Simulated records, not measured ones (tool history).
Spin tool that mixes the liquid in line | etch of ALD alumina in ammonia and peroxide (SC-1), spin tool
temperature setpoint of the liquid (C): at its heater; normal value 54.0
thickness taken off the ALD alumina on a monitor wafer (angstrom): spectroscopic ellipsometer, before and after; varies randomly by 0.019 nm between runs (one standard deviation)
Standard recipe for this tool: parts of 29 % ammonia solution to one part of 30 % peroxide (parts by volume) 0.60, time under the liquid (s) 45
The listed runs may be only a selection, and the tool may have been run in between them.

| run | hour | temperature setpoint of the liquid (C) | parts of 29 % ammonia solution to one part of 30 % peroxide (parts by volume) | time under the liquid (s) | wafers since the last listed run | hours since the thermometer was replaced | hours since the ammonia flow meter was replaced | hours since the heated supply line was repaired | hours since the drum of ammonia solution was connected | hours since the gauge calibration | read-back film thickness of the ALD alumina reference wafer, read on the same gauge (nm) | thickness taken off the ALD alumina on a monitor wafer (angstrom) |
|---|---|---|---|---|---|---|---|---|---|---|---|---|
| 1 | 0.0 | 54.0 | 0.60 | 45 | 0 | 2368.3 | 309.6 | 4234.5 | 816.0 | 62.6 | 30.034 | 36.76 |
| 2 | 7.9 | 54.0 | 0.60 | 45 | 112 | 2376.2 | 317.5 | 4242.4 | 823.9 | 70.5 | 29.988 | 37.09 |
| 3 | 22.9 | 54.0 | 0.60 | 45 | 214 | 2391.2 | 332.5 | 4257.4 | 838.9 | 85.5 | 29.989 | 36.83 |
| 4 | 39.7 | 54.0 | 0.60 | 45 | 239 | 2408.0 | 349.3 | 4274.2 | 855.7 | 102.3 | 30.021 | 36.42 |
|  | 49.1 | heated supply line repaired |
| 5 | 50.2 | 54.0 | 0.60 | 30 | 135 | 2418.5 | 359.8 | 1.1 | 866.2 | 112.8 | 29.962 | 24.30 |
| 6 | 57.8 | 54.0 | 0.60 | 30 | 108 | 2426.1 | 367.4 | 8.7 | 873.8 | 120.4 | 29.973 | 24.40 |
| 7 | 67.5 | 54.0 | 0.60 | 30 | 138 | 2435.8 | 377.1 | 18.4 | 883.5 | 130.1 | 29.998 | 24.27 |
| 8 | 80.4 | 54.0 | 0.60 | 45 | 184 | 2448.7 | 390.0 | 31.3 | 896.4 | 143.0 | 30.022 | 36.61 |
|  | 87.9 | new drum of ammonia solution connected |
|  | 96.1 | thermometer replaced |
| 9 | 96.6 | 54.0 | 0.60 | 45 | 202 | 0.5 | 406.2 | 47.5 | 8.7 | 159.2 | 29.982 | 41.51 |
| 10 | 109.2 | 54.0 | 0.60 | 45 | 179 | 13.1 | 418.8 | 60.1 | 21.3 | 171.8 | 30.029 | 41.86 |
| 11 | 120.1 | 54.0 | 0.60 | 45 | 155 | 24.0 | 429.7 | 71.0 | 32.2 | 182.7 | 29.971 | 41.60 |
| 12 | 129.7 | 56.5 | 0.40 | 30 | 137 | 33.6 | 439.3 | 80.6 | 41.8 | 192.3 | 30.005 | 30.44 |
| 13 | 135.7 | 50.0 | 0.35 | 55 | 85 | 39.6 | 445.3 | 86.6 | 47.8 | 198.3 | 29.990 | 38.75 |
|  | 142.7 | ammonia flow meter replaced |
| 14 | 146.5 | 58.0 | 0.60 | 45 | 139 | 50.4 | 3.8 | 97.4 | 58.6 | 209.1 | 30.032 | 50.78 |
| 15 | 162.2 | 54.0 | 0.60 | 45 | 224 | 66.1 | 19.5 | 113.1 | 74.3 | 224.8 | 29.968 | 41.67 |
|  | 166.0 | gauge calibrated |
| 16 | 176.9 | 54.0 | 0.35 | 25 | 209 | 80.8 | 34.2 | 127.8 | 89.0 | 10.9 | 29.977 | 21.86 |
| 17 | 189.6 | 51.5 | 0.60 | 20 | 181 | 93.5 | 46.9 | 140.5 | 101.7 | 23.6 | 29.973 | 16.10 |
| 18 | 201.1 | 54.0 | 0.60 | 45 | 164 | 105.0 | 58.4 | 152.0 | 113.2 | 35.1 | 29.992 | 41.59 |
| 19 | 213.8 | 59.0 | 0.80 | 30 | 181 | 117.7 | 71.1 | 164.7 | 125.9 | 47.8 | 29.980 | 36.49 |
| 20 | 225.8 | 54.0 | 0.60 | 45 | 171 | 129.7 | 83.1 | 176.7 | 137.9 | 59.8 | 29.984 | 41.43 |
| 21 | 233.1 | 62.0 | 0.80 | 55 | 104 | 137.0 | 90.4 | 184.0 | 145.2 | 67.1 | 30.031 | 78.59 |
| 22 | 248.0 | 54.0 | 0.60 | 60 | 212 | 151.9 | 105.3 | 198.9 | 160.1 | 82.0 | 29.995 | 55.25 |
| 23 | 264.6 | 45.5 | 0.70 | 20 | 237 | 168.5 | 121.9 | 215.5 | 176.7 | 98.6 | 29.996 | 11.59 |
| 24 | 272.7 | 54.0 | 0.60 | 45 | 115 | 176.6 | 130.0 | 223.6 | 184.8 | 106.7 | 29.995 | 41.20 |

What if the next run were any one of these 5? Each begins from the tool's condition after run 24:
| A | 273.1 | 54.0 | 0.60 | 45 | 5 | 177.0 | 130.4 | 224.0 | 185.2 | 107.1 | ? | ? |
| B | 273.1 | 45.5 | 0.35 | 60 | 5 | 177.0 | 130.4 | 224.0 | 185.2 | 107.1 | ? | ? |
| C | 273.1 | 54.0 | 0.50 | 45 | 5 | 177.0 | 130.4 | 224.0 | 185.2 | 107.1 | ? | ? |
| D | 273.1 | 63.5 | 0.45 | 65 | 5 | 177.0 | 130.4 | 224.0 | 185.2 | 107.1 | ? | ? |
| E | 273.1 | 54.0 | 0.90 | 65 | 5 | 177.0 | 130.4 | 224.0 | 185.2 | 107.1 | ? | ? |

| run | read-back film thickness of the ALD alumina reference wafer, read on the same gauge (nm) | thickness taken off the ALD alumina on a monitor wafer (angstrom) |
|---|---|---|
| A | 30.012 | 41.41 |
| B | 30.012 | 32.81 |
| C | 30.012 | 40.70 |
| D | 30.012 | 95.31 |
| E | 30.012 | 62.16 |
Without the tool's hidden state the same runs would have given:
| run | thickness taken off the ALD alumina on a monitor wafer (angstrom) |
|---|---|
| A | 42.17 |
| B | 33.45 |
| C | 41.45 |
| D | 96.95 |
| E | 63.30 |

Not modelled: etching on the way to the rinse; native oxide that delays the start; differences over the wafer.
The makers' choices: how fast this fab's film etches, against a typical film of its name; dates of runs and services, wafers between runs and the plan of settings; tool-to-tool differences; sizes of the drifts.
